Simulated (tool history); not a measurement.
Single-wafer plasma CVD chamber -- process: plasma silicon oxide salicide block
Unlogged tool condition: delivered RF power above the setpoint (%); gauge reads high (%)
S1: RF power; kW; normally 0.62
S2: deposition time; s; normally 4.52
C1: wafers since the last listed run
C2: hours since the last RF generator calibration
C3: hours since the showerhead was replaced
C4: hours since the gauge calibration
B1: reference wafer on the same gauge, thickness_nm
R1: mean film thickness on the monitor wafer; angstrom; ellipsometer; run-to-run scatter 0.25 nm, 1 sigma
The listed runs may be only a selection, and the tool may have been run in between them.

run 1 hour=0 | S1=0.685 S2=4.52 | C1=0 C2=1157.2 C3=3927.5 C4=341.7 | B1=55.998 | R1=492.84
run 2 hour=27.8 | S1=0.715 S2=4.52 | C1=587 C2=1185 C3=3955.3 C4=369.5 | B1=56.106 | R1=500.73
run 3 hour=57.9 | S1=0.715 S2=4.52 | C1=636 C2=1215.1 C3=3985.4 C4=399.6 | B1=56.145 | R1=500.91
run 4 hour=124 | S1=0.715 S2=4.52 | C1=1397 C2=1281.2 C3=4051.5 C4=465.7 | B1=56.309 | R1=501.35
run 5 hour=155.7 | S1=0.62 S2=4.52 | C1=670 C2=1312.9 C3=4083.2 C4=497.4 | B1=56.338 | R1=481.27
run 6 hour=198.5 | S1=0.62 S2=4.52 | C1=904 C2=1355.7 C3=4126 C4=540.2 | B1=56.464 | R1=479.72
-- hour=289.9 showerhead replaced
run 7 hour=332.6 | S1=0.57 S2=4.52 | C1=2666 C2=1489.8 C3=42.7 C4=674.3 | B1=56.777 | R1=469.05
run 8 hour=396.4 | S1=0.675 S2=4.95 | C1=1348 C2=1553.6 C3=106.5 C4=738.1 | B1=56.826 | R1=546.93
-- hour=448.1 RF generator calibrated
-- hour=452.8 gauge calibrated
run 9 hour=466.1 | S1=0.69 S2=3.85 | C1=1304 C2=18 C3=176.2 C4=13.3 | B1=55.437 | R1=418.85
run 10 hour=533.6 | S1=0.67 S2=4.26 | C1=1427 C2=85.5 C3=243.7 C4=80.8 | B1=55.531 | R1=458.96
run 11 hour=583.6 | S1=0.7 S2=5.28 | C1=1057 C2=135.5 C3=293.7 C4=130.8 | B1=55.644 | R1=578.48
run 12 hour=623.9 | S1=0.705 S2=4.52 | C1=852 C2=175.8 C3=334 C4=171.1 | B1=55.757 | R1=496.01
run 13 hour=678.9 | S1=0.62 S2=4.52 | C1=1162 C2=230.8 C3=389 C4=226.1 | B1=55.791 | R1=472.7
run 14 hour=738.6 | S1=0.62 S2=4.52 | C1=1262 C2=290.5 C3=448.7 C4=285.8 | B1=55.964 | R1=475.81

Below are 3 alternative next runs, each starting from the tool's condition after run 14. Predict each:
run A hour=739 | S1=0.575 S2=4.52 | C1=8 C2=290.9 C3=449.1 C4=286.2 | B1=? | R1=?
run B hour=739 | S1=0.73 S2=4.92 | C1=8 C2=290.9 C3=449.1 C4=286.2 | B1=? | R1=?
run C hour=739 | S1=0.665 S2=4.52 | C1=8 C2=290.9 C3=449.1 C4=286.2 | B1=? | R1=?

run=A B1=55.995 R1=464.92
run=B B1=55.995 R1=545.92
run=C B1=55.995 R1=486.96
Had the tool no hidden state, the same runs would have come out as:
run=A R1=460.71
run=B R1=540.98
run=C R1=482.55
